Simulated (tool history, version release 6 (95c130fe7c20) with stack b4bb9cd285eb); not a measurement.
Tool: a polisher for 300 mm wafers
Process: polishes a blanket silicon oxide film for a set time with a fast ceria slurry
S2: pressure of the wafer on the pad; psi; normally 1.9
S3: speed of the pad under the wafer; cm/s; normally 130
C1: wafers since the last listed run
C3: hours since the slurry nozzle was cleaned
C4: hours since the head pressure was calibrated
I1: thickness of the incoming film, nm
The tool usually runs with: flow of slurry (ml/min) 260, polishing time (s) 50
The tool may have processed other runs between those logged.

run 1 hour=0 | flow_of_slurry_(ml/min)=260 S2=1.9 S3=130 polishing_time_(s)=50 | C1=0 wafers_polished_on_this_pad=739 C3=672.8 C4=3.8 | I1=2090.5 | film_removed_(nm)=532
run 2 hour=9 | flow_of_slurry_(ml/min)=260 S2=1.9 S3=130 polishing_time_(s)=50 | C1=58 wafers_polished_on_this_pad=798 C3=681.8 C4=12.8 | I1=2085 | film_removed_(nm)=533.8
-- hour=16 worn pad replaced by a new one
run 3 hour=26.2 | flow_of_slurry_(ml/min)=260 S2=1.9 S3=130 polishing_time_(s)=50 | C1=86 wafers_polished_on_this_pad=66 C3=699 C4=30 | I1=2090.9 | film_removed_(nm)=529.9
run 4 hour=41.4 | flow_of_slurry_(ml/min)=260 S2=1.9 S3=130 polishing_time_(s)=50 | C1=99 wafers_polished_on_this_pad=165 C3=714.2 C4=45.2 | I1=2050.8 | film_removed_(nm)=535.7
run 5 hour=52.9 | flow_of_slurry_(ml/min)=260 S2=1.9 S3=130 polishing_time_(s)=50 | C1=74 wafers_polished_on_this_pad=240 C3=725.7 C4=56.7 | I1=2051.6 | film_removed_(nm)=536.7
run 6 hour=64 | flow_of_slurry_(ml/min)=260 S2=1.4 S3=130 polishing_time_(s)=50 | C1=72 wafers_polished_on_this_pad=312 C3=736.8 C4=67.8 | I1=2073.3 | film_removed_(nm)=390.5
run 7 hour=72.7 | flow_of_slurry_(ml/min)=260 S2=1.9 S3=150 polishing_time_(s)=50 | C1=56 wafers_polished_on_this_pad=369 C3=745.5 C4=76.5 | I1=2057.7 | film_removed_(nm)=617.6
run 8 hour=86.5 | flow_of_slurry_(ml/min)=260 S2=1.9 S3=150 polishing_time_(s)=50 | C1=89 wafers_polished_on_this_pad=459 C3=759.3 C4=90.3 | I1=2031 | film_removed_(nm)=612.9
run 9 hour=133.7 | flow_of_slurry_(ml/min)=260 S2=1.9 S3=150 polishing_time_(s)=50 | C1=307 wafers_polished_on_this_pad=766 C3=806.5 C4=137.5 | I1=2032.8 | film_removed_(nm)=620
run 10 hour=142.7 | flow_of_slurry_(ml/min)=215 S2=1.9 S3=130 polishing_time_(s)=50 | C1=58 wafers_polished_on_this_pad=825 C3=815.5 C4=146.5 | I1=2083.1 | film_removed_(nm)=518.6
-- hour=148.7 worn pad replaced by a new one, of another model than before
run 11 hour=158.5 | flow_of_slurry_(ml/min)=215 S2=1.9 S3=130 polishing_time_(s)=50 | C1=76 wafers_polished_on_this_pad=63 C3=831.3 C4=162.3 | I1=2076.3 | film_removed_(nm)=501.2
run 12 hour=167 | flow_of_slurry_(ml/min)=215 S2=1.9 S3=130 polishing_time_(s)=50 | C1=55 wafers_polished_on_this_pad=119 C3=839.8 C4=170.8 | I1=2059.5 | film_removed_(nm)=501.1
run 13 hour=175.8 | flow_of_slurry_(ml/min)=260 S2=2.4 S3=130 polishing_time_(s)=67 | C1=57 wafers_polished_on_this_pad=176 C3=848.6 C4=179.6 | I1=2055.6 | film_removed_(nm)=777.7
run 14 hour=186.7 | flow_of_slurry_(ml/min)=260 S2=1.9 S3=130 polishing_time_(s)=50 | C1=71 wafers_polished_on_this_pad=247 C3=859.5 C4=190.5 | I1=2060.2 | film_removed_(nm)=519.3
run 15 hour=193 | flow_of_slurry_(ml/min)=230 S2=2.4 S3=114 polishing_time_(s)=42 | C1=41 wafers_polished_on_this_pad=288 C3=865.8 C4=196.8 | I1=2073.5 | film_removed_(nm)=449
run 16 hour=203.6 | flow_of_slurry_(ml/min)=295 S2=2.2 S3=166 polishing_time_(s)=50 | C1=69 wafers_polished_on_this_pad=357 C3=876.4 C4=207.4 | I1=2040.7 | film_removed_(nm)=664.8
run 17 hour=211.2 | flow_of_slurry_(ml/min)=210 S2=2.3 S3=152 polishing_time_(s)=50 | C1=49 wafers_polished_on_this_pad=407 C3=884 C4=215 | I1=2038.4 | film_removed_(nm)=602.4
run 18 hour=219 | flow_of_slurry_(ml/min)=345 S2=2.5 S3=144 polishing_time_(s)=50 | C1=50 wafers_polished_on_this_pad=458 C3=891.8 C4=222.8 | I1=2072.4 | film_removed_(nm)=655
run 19 hour=226.4 | flow_of_slurry_(ml/min)=260 S2=1.5 S3=114 polishing_time_(s)=36 | C1=48 wafers_polished_on_this_pad=506 C3=899.2 C4=230.2 | I1=2054.4 | film_removed_(nm)=310
run 20 hour=240.5 | flow_of_slurry_(ml/min)=260 S2=1.9 S3=130 polishing_time_(s)=50 | C1=91 wafers_polished_on_this_pad=598 C3=913.3 C4=244.3 | I1=2089.6 | film_removed_(nm)=513.4
run 21 hour=257.6 | flow_of_slurry_(ml/min)=325 S2=1.9 S3=98 polishing_time_(s)=50 | C1=111 wafers_polished_on_this_pad=709 C3=930.4 C4=261.4 | I1=2064.8 | film_removed_(nm)=463.7
-- hour=260.5 slurry nozzle cleaned
run 22 hour=267.9 | flow_of_slurry_(ml/min)=260 S2=1.9 S3=130 polishing_time_(s)=42 | C1=60 wafers_polished_on_this_pad=770 C3=7.4 C4=271.7 | I1=2053.3 | film_removed_(nm)=462.8
run 23 hour=278.4 | flow_of_slurry_(ml/min)=260 S2=1.9 S3=130 polishing_time_(s)=50 | C1=68 wafers_polished_on_this_pad=838 C3=17.9 C4=282.2 | I1=2089.5 | film_removed_(nm)=551.4
run 24 hour=294 | flow_of_slurry_(ml/min)=260 S2=1.9 S3=160 polishing_time_(s)=50 | C1=101 wafers_polished_on_this_pad=940 C3=33.5 C4=297.8 | I1=2066.9 | film_removed_(nm)=618
-- hour=300.9 worn pad replaced by a new one
run 25 hour=309.4 | flow_of_slurry_(ml/min)=260 S2=1.9 S3=130 polishing_time_(s)=64 | C1=74 wafers_polished_on_this_pad=55 C3=48.9 C4=313.2 | I1=2065.7 | film_removed_(nm)=696.8
run 26 hour=323.9 | flow_of_slurry_(ml/min)=260 S2=1.9 S3=130 polishing_time_(s)=50 | C1=94 wafers_polished_on_this_pad=149 C3=63.4 C4=327.7 | I1=2077.6 | film_removed_(nm)=549.9
run 27 hour=331.1 | flow_of_slurry_(ml/min)=260 S2=1.9 S3=130 polishing_time_(s)=50 | C1=46 wafers_polished_on_this_pad=196 C3=70.6 C4=334.9 | I1=2082 | film_removed_(nm)=552.2
run 28 hour=343.4 | flow_of_slurry_(ml/min)=260 S2=1.9 S3=130 polishing_time_(s)=50 | C1=80 wafers_polished_on_this_pad=276 C3=82.9 C4=347.2 | I1=2077.7 | film_removed_(nm)=543.7
run 29 hour=359.9 | flow_of_slurry_(ml/min)=260 S2=1.9 S3=144 polishing_time_(s)=50 | C1=107 wafers_polished_on_this_pad=384 C3=99.4 C4=363.7 | I1=2051.3 | film_removed_(nm)=575.7
run 30 hour=370 | flow_of_slurry_(ml/min)=260 S2=2.1 S3=130 polishing_time_(s)=50 | C1=65 wafers_polished_on_this_pad=449 C3=109.5 C4=373.8 | I1=2027 | film_removed_(nm)=570.6
run 31 hour=386.3 | flow_of_slurry_(ml/min)=260 S2=1.5 S3=114 polishing_time_(s)=36 | C1=106 wafers_polished_on_this_pad=556 C3=125.8 C4=390.1 | I1=2071.1 | film_removed_(nm)=321.9
run 32 hour=394.2 | flow_of_slurry_(ml/min)=260 S2=1.5 S3=158 polishing_time_(s)=55 | C1=51 wafers_polished_on_this_pad=607 C3=133.7 C4=398 | I1=2046.7 | film_removed_(nm)=588.9
run 33 hour=407.1 | flow_of_slurry_(ml/min)=260 S2=1.9 S3=130 polishing_time_(s)=50 | C1=84 wafers_polished_on_this_pad=691 C3=146.6 C4=410.9 | I1=2039.5 | film_removed_(nm)=539.7
-- hour=420.4 worn pad replaced by a new one
run 34 hour=424.6 | flow_of_slurry_(ml/min)=225 S2=1.9 S3=130 polishing_time_(s)=33 | C1=87 wafers_polished_on_this_pad=27 C3=164.1 C4=428.4 | I1=2059 | film_removed_(nm)=349
run 35 hour=437.6 | flow_of_slurry_(ml/min)=260 S2=2.4 S3=130 polishing_time_(s)=50 | C1=84 wafers_polished_on_this_pad=111 C3=177.1 C4=441.4 | I1=2052.4 | film_removed_(nm)=615.5
run 36 hour=448.7 | flow_of_slurry_(ml/min)=290 S2=1.9 S3=130 polishing_time_(s)=38 | C1=72 wafers_polished_on_this_pad=184 C3=188.2 C4=452.5 | I1=2100.4 | film_removed_(nm)=412.4

What differs in the tool's unlogged condition from the final listed run ahead of each entry between runs to the first listed run following it?
Runs 2 to 3: worn pad replaced by a new one (hour 16)
  slurry flow missing at the pad, %: 39.5 -> 39.7
  measured result minus the result with no hidden state, film removed (nm): -22.6 -> -22.5
Runs 10 to 11: worn pad replaced by a new one, of another model than before (hour 148.7)
  slurry flow missing at the pad, %: 41 -> 41.1
  measured result minus the result with no hidden state, film removed (nm): -26.3 -> -44.6
Runs 21 to 22: slurry nozzle cleaned (hour 260.5)
  slurry flow missing at the pad, %: 41.9 -> 5.05
  measured result minus the result with no hidden state, film removed (nm): -28.3 -> -2.6
Runs 24 to 25: worn pad replaced by a new one (hour 300.9)
  slurry flow missing at the pad, %: 8.53 -> 10.4
  measured result minus the result with no hidden state, film removed (nm): -6 -> -8.4
Runs 33 to 34: worn pad replaced by a new one (hour 420.4)
  slurry flow missing at the pad, %: 20.5 -> 22
  measured result minus the result with no hidden state, film removed (nm): -14.5 -> -11.8
